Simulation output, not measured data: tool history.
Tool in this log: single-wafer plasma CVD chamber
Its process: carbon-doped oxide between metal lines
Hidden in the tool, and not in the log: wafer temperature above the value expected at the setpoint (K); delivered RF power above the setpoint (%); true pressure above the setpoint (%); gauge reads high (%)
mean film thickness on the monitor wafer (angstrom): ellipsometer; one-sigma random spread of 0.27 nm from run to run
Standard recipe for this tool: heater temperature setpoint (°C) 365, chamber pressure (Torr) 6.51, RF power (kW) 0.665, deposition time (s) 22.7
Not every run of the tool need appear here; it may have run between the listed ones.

run	hour	heater temperature setpoint (°C)	chamber pressure (Torr)	RF power (kW)	deposition time (s)	wafers since the last listed run	hours since the last thermocouple change	hours since the last RF generator calibration	hours since the last manometer calibration	hours since the showerhead was replaced	hours since the gauge calibration	read-back reference wafer on the same gauge, thickness_nm	mean film thickness on the monitor wafer (angstrom)
1	0.0	365	6.51	0.665	22.7	0	1040.1	2276.1	920.0	4669.7	268.4	169.002	1443.39
2	8.1	365	6.51	0.665	22.7	213	1048.2	2284.2	928.1	4677.8	276.5	168.974	1442.01
3	23.1	365	6.51	0.665	22.7	394	1063.2	2299.2	943.1	4692.8	291.5	168.992	1445.42
4	29.6	365	6.51	0.665	22.7	171	1069.7	2305.7	949.6	4699.3	298.0	168.873	1442.63
5	46.2	365	6.51	0.665	22.7	436	1086.3	2322.3	966.2	4715.9	314.6	168.976	1443.59
# hour 62.6: showerhead replaced
6	63.1	365	6.51	0.665	22.7	234	1103.2	2339.2	983.1	0.5	331.5	168.942	1438.03
7	71.3	365	6.51	0.665	22.7	215	1111.4	2347.4	991.3	8.7	339.7	169.066	1435.43
# hour 82.7: thermocouple changed; heater temperature recalibrated
8	83.2	365	6.51	0.665	22.7	102	0.5	2359.3	1003.2	20.6	351.6	169.013	1463.51
9	93.6	365	6.51	0.665	22.7	273	10.9	2369.7	1013.6	31.0	362.0	168.989	1460.67
10	105.2	365	6.51	0.665	22.7	305	22.5	2381.3	1025.2	42.6	373.6	168.992	1465.06
11	114.4	365	6.51	0.665	22.7	242	31.7	2390.5	1034.4	51.8	382.8	168.985	1459.48
12	128.1	365	6.51	0.665	20.9	360	45.4	2404.2	1048.1	65.5	396.5	168.926	1354.50
13	146.0	370	6.51	0.665	25.2	471	63.3	2422.1	1066.0	83.4	414.4	169.011	1602.27
# hour 149.9: gauge calibrated
# hour 156.1: RF generator calibrated
14	156.6	365	6.07	0.665	22.7	68	73.9	0.5	1076.6	94.0	6.7	168.891	1457.93
15	172.5	365	6.51	0.665	22.7	418	89.8	16.4	1092.5	109.9	22.6	169.055	1462.19
# hour 190.0: capacitance manometer re-zeroed and calibrated
16	190.5	352	6.04	0.750	26.1	263	107.8	34.4	0.5	127.9	40.6	169.042	1843.00
17	201.6	365	6.51	0.620	22.7	292	118.9	45.5	11.6	139.0	51.7	169.018	1408.53
18	208.7	378	7.46	0.605	22.7	186	126.0	52.6	18.7	146.1	58.8	169.051	1356.16
19	217.2	365	7.16	0.780	22.7	223	134.5	61.1	27.2	154.6	67.3	168.889	1594.75
20	229.6	365	6.51	0.665	22.7	326	146.9	73.5	39.6	167.0	79.7	168.992	1459.44
21	241.6	356	6.51	0.780	18.3	315	158.9	85.5	51.6	179.0	91.7	169.014	1318.78
22	258.6	365	5.24	0.665	27.1	447	175.9	102.5	68.6	196.0	108.7	169.024	1704.14
23	264.7	354	6.51	0.665	24.5	160	182.0	108.6	74.7	202.1	114.8	168.968	1624.31
24	282.4	360	6.51	0.665	22.7	465	199.7	126.3	92.4	219.8	132.5	169.127	1478.73
25	291.2	365	6.51	0.665	22.7	231	208.5	135.1	101.2	228.6	141.3	169.003	1459.25
26	301.3	372	7.50	0.665	22.7	265	218.6	145.2	111.3	238.7	151.4	168.943	1443.80
27	318.2	360	5.10	0.665	25.0	444	235.5	162.1	128.2	255.6	168.3	169.028	1595.24
28	335.6	365	6.51	0.535	24.2	457	252.9	179.5	145.6	273.0	185.7	169.060	1385.18
29	342.9	375	7.26	0.585	25.2	192	260.2	186.8	152.9	280.3	193.0	168.928	1477.70

4 options for the next run, each taken on its own from the tool as it stands now. Forecast them:
A	343.3	365	6.51	0.535	22.7	10	260.6	187.2	153.3	280.7	193.4	?	?
B	343.3	365	6.51	0.665	18.4	10	260.6	187.2	153.3	280.7	193.4	?	?
C	343.3	365	6.51	0.625	19.6	10	260.6	187.2	153.3	280.7	193.4	?	?
D	343.3	365	7.76	0.600	22.7	10	260.6	187.2	153.3	280.7	193.4	?	?

run	read-back reference wafer on the same gauge, thickness_nm	mean film thickness on the monitor wafer (angstrom)
A	169.037	1298.79
B	169.037	1185.21
C	169.037	1220.31
D	169.037	1392.36
Without the tool's unlogged condition, the same runs would have read:
run	mean film thickness on the monitor wafer (angstrom)
A	1306.03
B	1191.81
C	1227.11
D	1400.12

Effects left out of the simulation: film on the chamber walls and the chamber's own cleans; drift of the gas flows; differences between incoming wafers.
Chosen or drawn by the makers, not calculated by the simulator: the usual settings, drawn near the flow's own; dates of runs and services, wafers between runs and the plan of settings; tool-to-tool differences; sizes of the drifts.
